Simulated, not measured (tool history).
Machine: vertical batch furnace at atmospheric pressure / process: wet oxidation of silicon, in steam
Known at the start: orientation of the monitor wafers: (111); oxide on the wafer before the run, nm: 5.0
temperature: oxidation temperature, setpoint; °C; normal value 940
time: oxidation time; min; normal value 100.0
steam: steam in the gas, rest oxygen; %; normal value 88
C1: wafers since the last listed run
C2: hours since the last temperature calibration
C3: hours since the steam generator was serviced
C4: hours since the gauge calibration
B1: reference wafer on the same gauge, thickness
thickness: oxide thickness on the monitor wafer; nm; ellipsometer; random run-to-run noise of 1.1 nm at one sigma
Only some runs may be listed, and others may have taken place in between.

run 1 hour=0.0 | temperature=940 time=100.0 steam=88 | C1=0 C2=1251.6 C3=1024.9 C4=462.4 | B1=494.92 | thickness=425.38
run 2 hour=66.5 | temperature=940 time=100.0 steam=88 | C1=808 C2=1318.1 C3=1091.4 C4=528.9 | B1=494.97 | thickness=426.02
run 3 hour=150.9 | temperature=940 time=110.0 steam=88 | C1=1026 C2=1402.5 C3=1175.8 C4=613.3 | B1=495.26 | thickness=458.06
run 4 hour=236.3 | temperature=940 time=110.0 steam=88 | C1=1038 C2=1487.9 C3=1261.2 C4=698.7 | B1=495.01 | thickness=456.46
run 5 hour=274.3 | temperature=940 time=110.0 steam=88 | C1=462 C2=1525.9 C3=1299.2 C4=736.7 | B1=495.10 | thickness=456.76
run 6 hour=380.8 | temperature=940 time=100.0 steam=84 | C1=1295 C2=1632.4 C3=1405.7 C4=843.2 | B1=494.78 | thickness=415.97
run 7 hour=472.1 | temperature=940 time=100.0 steam=84 | C1=1110 C2=1723.7 C3=1497.0 C4=934.5 | B1=495.31 | thickness=414.68
run 8 hour=554.2 | temperature=940 time=100.0 steam=84 | C1=998 C2=1805.8 C3=1579.1 C4=1016.6 | B1=494.75 | thickness=417.95
run 9 hour=621.5 | temperature=940 time=123.5 steam=88 | C1=818 C2=1873.1 C3=1646.4 C4=1083.9 | B1=495.10 | thickness=496.55
run 10 hour=682.8 | temperature=940 time=100.0 steam=88 | C1=745 C2=1934.4 C3=1707.7 C4=1145.2 | B1=495.40 | thickness=430.24
run 11 hour=752.0 | temperature=940 time=100.0 steam=88 | C1=841 C2=2003.6 C3=1776.9 C4=1214.4 | B1=494.52 | thickness=431.06
run 12 hour=814.3 | temperature=940 time=100.0 steam=91 | C1=757 C2=2065.9 C3=1839.2 C4=1276.7 | B1=495.16 | thickness=442.55
run 13 hour=852.6 | temperature=940 time=100.0 steam=91 | C1=465 C2=2104.2 C3=1877.5 C4=1315.0 | B1=495.34 | thickness=441.93
run 14 hour=894.8 | temperature=940 time=100.0 steam=91 | C1=513 C2=2146.4 C3=1919.7 C4=1357.2 | B1=494.93 | thickness=441.56
run 15 hour=958.1 | temperature=940 time=100.0 steam=88 | C1=769 C2=2209.7 C3=1983.0 C4=1420.5 | B1=494.99 | thickness=431.49
run 16 hour=1063.6 | temperature=954 time=80.5 steam=92 | C1=1283 C2=2315.2 C3=2088.5 C4=1526.0 | B1=494.43 | thickness=423.52
run 17 hour=1124.6 | temperature=922 time=145.5 steam=79 | C1=741 C2=2376.2 C3=2149.5 C4=1587.0 | B1=495.03 | thickness=459.41
-- hour=1138.5 gauge calibrated
run 18 hour=1174.7 | temperature=940 time=100.0 steam=88 | C1=609 C2=2426.3 C3=2199.6 C4=36.2 | B1=495.11 | thickness=432.94
run 19 hour=1271.1 | temperature=921 time=120.5 steam=81 | C1=1172 C2=2522.7 C3=2296.0 C4=132.6 | B1=494.93 | thickness=407.49
-- hour=1316.3 thermocouples replaced and temperature profile calibrated
run 20 hour=1316.8 | temperature=940 time=100.0 steam=88 | C1=263 C2=0.5 C3=2341.7 C4=178.3 | B1=494.97 | thickness=440.96
run 21 hour=1347.4 | temperature=940 time=100.0 steam=88 | C1=372 C2=31.1 C3=2372.3 C4=208.9 | B1=494.89 | thickness=442.77
run 22 hour=1421.4 | temperature=919 time=100.0 steam=76 | C1=900 C2=105.1 C3=2446.3 C4=282.9 | B1=495.47 | thickness=343.87
-- hour=1539.3 steam generator serviced
run 23 hour=1539.8 | temperature=940 time=100.0 steam=85 | C1=1148 C2=223.5 C3=0.5 C4=401.3 | B1=495.13 | thickness=431.77
run 24 hour=1628.2 | temperature=921 time=100.0 steam=88 | C1=1075 C2=311.9 C3=88.9 C4=489.7 | B1=495.26 | thickness=386.19
-- hour=1667.1 thermocouples replaced and temperature profile calibrated, repeated, since the last time left the tool worse
run 25 hour=1733.7 | temperature=964 time=100.0 steam=84 | C1=991 C2=66.6 C3=194.4 C4=595.2 | B1=495.28 | thickness=485.28
run 26 hour=1771.8 | temperature=921 time=132.0 steam=88 | C1=463 C2=104.7 C3=232.5 C4=633.3 | B1=494.85 | thickness=447.73
run 27 hour=1813.2 | temperature=940 time=100.0 steam=88 | C1=503 C2=146.1 C3=273.9 C4=674.7 | B1=495.01 | thickness=422.91
run 28 hour=1872.1 | temperature=953 time=70.5 steam=88 | C1=716 C2=205.0 C3=332.8 C4=733.6 | B1=495.45 | thickness=367.94
run 29 hour=1967.7 | temperature=940 time=100.0 steam=96 | C1=1162 C2=300.6 C3=428.4 C4=829.2 | B1=495.33 | thickness=450.80
run 30 hour=2062.9 | temperature=959 time=146.5 steam=81 | C1=1157 C2=395.8 C3=523.6 C4=924.4 | B1=495.31 | thickness=583.11

5 ways to go on from here, each from the tool as it stands after run 30. What would each give?
run A hour=2068.0 | temperature=940 time=100.0 steam=97 | C1=62 C2=400.9 C3=528.7 C4=929.5 | B1=? | thickness=?
run B hour=2068.0 | temperature=952 time=100.0 steam=97 | C1=62 C2=400.9 C3=528.7 C4=929.5 | B1=? | thickness=?
run C hour=2068.0 | temperature=919 time=117.0 steam=93 | C1=62 C2=400.9 C3=528.7 C4=929.5 | B1=? | thickness=?
run D hour=2068.0 | temperature=940 time=118.0 steam=88 | C1=62 C2=400.9 C3=528.7 C4=929.5 | B1=? | thickness=?
run E hour=2068.0 | temperature=919 time=68.5 steam=92 | C1=62 C2=400.9 C3=528.7 C4=929.5 | B1=? | thickness=?

run=A B1=495.04 thickness=453.72
run=B B1=495.04 thickness=491.84
run=C B1=495.04 thickness=422.27
run=D B1=495.04 thickness=474.79
run=E B1=495.04 thickness=285.39
With the hidden condition removed and each run's random variation left untouched, the same runs would have given:
run=A thickness=453.44
run=B thickness=491.54
run=C thickness=421.98
run=D thickness=474.50
run=E thickness=285.16
